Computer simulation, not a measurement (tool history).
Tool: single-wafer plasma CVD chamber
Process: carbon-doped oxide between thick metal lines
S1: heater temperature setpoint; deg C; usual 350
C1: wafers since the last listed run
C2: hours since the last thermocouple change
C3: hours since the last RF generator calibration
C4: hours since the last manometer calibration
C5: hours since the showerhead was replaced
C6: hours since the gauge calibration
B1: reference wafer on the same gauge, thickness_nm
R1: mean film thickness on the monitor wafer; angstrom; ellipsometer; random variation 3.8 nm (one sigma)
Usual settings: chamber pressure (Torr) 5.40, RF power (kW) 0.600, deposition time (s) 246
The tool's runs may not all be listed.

{"run": 1, "hour": 0.0, "S1": 355, "chamber pressure (Torr)": 5.4, "RF power (kW)": 0.6, "deposition time (s)": 246, "C1": 0, "C2": 996.3, "C3": 1119.1, "C4": 1459.0, "C5": 5355.3, "C6": 859.4, "B1": 1155.524, "R1": 13816.57}
{"run": 2, "hour": 69.3, "S1": 350, "chamber pressure (Torr)": 5.4, "RF power (kW)": 0.6, "deposition time (s)": 246, "C1": 370, "C2": 1065.6, "C3": 1188.4, "C4": 1528.3, "C5": 5424.6, "C6": 928.7, "B1": 1155.97, "R1": 13951.49}
{"run": 3, "hour": 98.5, "S1": 350, "chamber pressure (Torr)": 5.4, "RF power (kW)": 0.6, "deposition time (s)": 246, "C1": 156, "C2": 1094.8, "C3": 1217.6, "C4": 1557.5, "C5": 5453.8, "C6": 957.9, "B1": 1155.663, "R1": 13948.92}
{"run": 4, "hour": 152.4, "S1": 350, "chamber pressure (Torr)": 5.4, "RF power (kW)": 0.6, "deposition time (s)": 246, "C1": 288, "C2": 1148.7, "C3": 1271.5, "C4": 1611.4, "C5": 5507.7, "C6": 1011.8, "B1": 1156.232, "R1": 13977.9}
{"hour": 190.5, "done": "RF generator calibrated"}
{"run": 5, "hour": 215.8, "S1": 350, "chamber pressure (Torr)": 5.4, "RF power (kW)": 0.6, "deposition time (s)": 246, "C1": 296, "C2": 1212.1, "C3": 25.3, "C4": 1674.8, "C5": 5571.1, "C6": 1075.2, "B1": 1156.694, "R1": 14022.46}
{"run": 6, "hour": 277.5, "S1": 350, "chamber pressure (Torr)": 5.4, "RF power (kW)": 0.6, "deposition time (s)": 246, "C1": 329, "C2": 1273.8, "C3": 87.0, "C4": 1736.5, "C5": 5632.8, "C6": 1136.9, "B1": 1157.289, "R1": 14018.0}
{"run": 7, "hour": 336.7, "S1": 350, "chamber pressure (Torr)": 5.4, "RF power (kW)": 0.6, "deposition time (s)": 246, "C1": 316, "C2": 1333.0, "C3": 146.2, "C4": 1795.7, "C5": 5692.0, "C6": 1196.1, "B1": 1156.387, "R1": 14046.09}
{"run": 8, "hour": 399.7, "S1": 350, "chamber pressure (Torr)": 5.4, "RF power (kW)": 0.6, "deposition time (s)": 246, "C1": 336, "C2": 1396.0, "C3": 209.2, "C4": 1858.7, "C5": 5755.0, "C6": 1259.1, "B1": 1157.853, "R1": 14029.21}
{"run": 9, "hour": 452.3, "S1": 350, "chamber pressure (Torr)": 6.15, "RF power (kW)": 0.6, "deposition time (s)": 246, "C1": 281, "C2": 1448.6, "C3": 261.8, "C4": 1911.3, "C5": 5807.6, "C6": 1311.7, "B1": 1157.289, "R1": 14150.56}
{"run": 10, "hour": 494.9, "S1": 350, "chamber pressure (Torr)": 6.15, "RF power (kW)": 0.6, "deposition time (s)": 246, "C1": 227, "C2": 1491.2, "C3": 304.4, "C4": 1953.9, "C5": 5850.2, "C6": 1354.3, "B1": 1157.331, "R1": 14177.58}
{"run": 11, "hour": 551.1, "S1": 350, "chamber pressure (Torr)": 5.03, "RF power (kW)": 0.6, "deposition time (s)": 202, "C1": 300, "C2": 1547.4, "C3": 360.6, "C4": 2010.1, "C5": 5906.4, "C6": 1410.5, "B1": 1157.771, "R1": 11402.44}
{"run": 12, "hour": 589.5, "S1": 350, "chamber pressure (Torr)": 6.6, "RF power (kW)": 0.555, "deposition time (s)": 246, "C1": 205, "C2": 1585.8, "C3": 399.0, "C4": 2048.5, "C5": 5944.8, "C6": 1448.9, "B1": 1157.787, "R1": 13141.55}
{"run": 13, "hour": 622.8, "S1": 350, "chamber pressure (Torr)": 5.4, "RF power (kW)": 0.6, "deposition time (s)": 246, "C1": 178, "C2": 1619.1, "C3": 432.3, "C4": 2081.8, "C5": 5978.1, "C6": 1482.2, "B1": 1157.528, "R1": 14070.17}
{"hour": 643.8, "done": "gauge calibrated"}
{"hour": 676.2, "done": "capacitance manometer re-zeroed and calibrated"}
{"run": 14, "hour": 678.3, "S1": 350, "chamber pressure (Torr)": 5.4, "RF power (kW)": 0.6, "deposition time (s)": 231, "C1": 253, "C2": 1674.6, "C3": 487.8, "C4": 2.1, "C5": 6033.6, "C6": 34.5, "B1": 1144.452, "R1": 13058.8}
{"hour": 707.6, "done": "thermocouple changed; heater temperature recalibrated"}
{"run": 15, "hour": 727.8, "S1": 350, "chamber pressure (Torr)": 5.4, "RF power (kW)": 0.6, "deposition time (s)": 246, "C1": 221, "C2": 20.2, "C3": 537.3, "C4": 51.6, "C5": 6083.1, "C6": 84.0, "B1": 1147.548, "R1": 13913.08}
{"run": 16, "hour": 767.2, "S1": 350, "chamber pressure (Torr)": 5.4, "RF power (kW)": 0.6, "deposition time (s)": 246, "C1": 210, "C2": 59.6, "C3": 576.7, "C4": 91.0, "C5": 6122.5, "C6": 123.4, "B1": 1148.695, "R1": 13915.0}
{"run": 17, "hour": 824.4, "S1": 336, "chamber pressure (Torr)": 4.35, "RF power (kW)": 0.515, "deposition time (s)": 267, "C1": 305, "C2": 116.8, "C3": 633.9, "C4": 148.2, "C5": 6179.7, "C6": 180.6, "B1": 1149.809, "R1": 13219.58}
{"run": 18, "hour": 858.5, "S1": 350, "chamber pressure (Torr)": 5.4, "RF power (kW)": 0.505, "deposition time (s)": 289, "C1": 182, "C2": 150.9, "C3": 668.0, "C4": 182.3, "C5": 6213.8, "C6": 214.7, "B1": 1152.34, "R1": 13615.13}
{"hour": 883.9, "done": "showerhead replaced"}
{"run": 19, "hour": 911.0, "S1": 361, "chamber pressure (Torr)": 6.68, "RF power (kW)": 0.6, "deposition time (s)": 223, "C1": 237, "C2": 203.4, "C3": 720.5, "C4": 234.8, "C5": 27.1, "C6": 267.2, "B1": 1152.818, "R1": 12503.92}
{"run": 20, "hour": 944.4, "S1": 361, "chamber pressure (Torr)": 4.75, "RF power (kW)": 0.6, "deposition time (s)": 258, "C1": 178, "C2": 236.8, "C3": 753.9, "C4": 268.2, "C5": 60.5, "C6": 300.6, "B1": 1154.213, "R1": 14108.62}
{"run": 21, "hour": 1014.2, "S1": 339, "chamber pressure (Torr)": 5.4, "RF power (kW)": 0.6, "deposition time (s)": 264, "C1": 373, "C2": 306.6, "C3": 823.7, "C4": 338.0, "C5": 130.3, "C6": 370.4, "B1": 1155.106, "R1": 15545.85}
{"run": 22, "hour": 1058.6, "S1": 350, "chamber pressure (Torr)": 5.4, "RF power (kW)": 0.6, "deposition time (s)": 246, "C1": 237, "C2": 351.0, "C3": 868.1, "C4": 382.4, "C5": 174.7, "C6": 414.8, "B1": 1156.603, "R1": 13914.64}
{"run": 23, "hour": 1083.0, "S1": 337, "chamber pressure (Torr)": 4.78, "RF power (kW)": 0.515, "deposition time (s)": 261, "C1": 130, "C2": 375.4, "C3": 892.5, "C4": 406.8, "C5": 199.1, "C6": 439.2, "B1": 1156.915, "R1": 13096.36}
{"run": 24, "hour": 1109.7, "S1": 350, "chamber pressure (Torr)": 5.4, "RF power (kW)": 0.6, "deposition time (s)": 201, "C1": 142, "C2": 402.1, "C3": 919.2, "C4": 433.5, "C5": 225.8, "C6": 465.9, "B1": 1157.377, "R1": 11490.51}
{"run": 25, "hour": 1140.3, "S1": 339, "chamber pressure (Torr)": 4.51, "RF power (kW)": 0.665, "deposition time (s)": 266, "C1": 163, "C2": 432.7, "C3": 949.8, "C4": 464.1, "C5": 256.4, "C6": 496.5, "B1": 1158.431, "R1": 16948.22}
{"run": 26, "hour": 1208.5, "S1": 350, "chamber pressure (Torr)": 5.4, "RF power (kW)": 0.6, "deposition time (s)": 246, "C1": 364, "C2": 500.9, "C3": 1018.0, "C4": 532.3, "C5": 324.6, "C6": 564.7, "B1": 1159.094, "R1": 14018.96}
{"run": 27, "hour": 1265.6, "S1": 350, "chamber pressure (Torr)": 6.47, "RF power (kW)": 0.695, "deposition time (s)": 246, "C1": 305, "C2": 558.0, "C3": 1075.1, "C4": 589.4, "C5": 381.7, "C6": 621.8, "B1": 1159.811, "R1": 16295.04}

Run 28 comes next. What will it give?
{"run": 28, "hour": 1315.8, "S1": 338, "chamber pressure (Torr)": 5.4, "RF power (kW)": 0.6, "deposition time (s)": 207, "C1": 268, "C2": 608.2, "C3": 1125.3, "C4": 639.6, "C5": 431.9, "C6": 672.0, "B1": "?", "R1": "?"}

{"run 28": {"B1": 1160.88, "R1": 12282.35}}
Without the tool's hidden state the same run would have given R1 12063.75 angstrom.
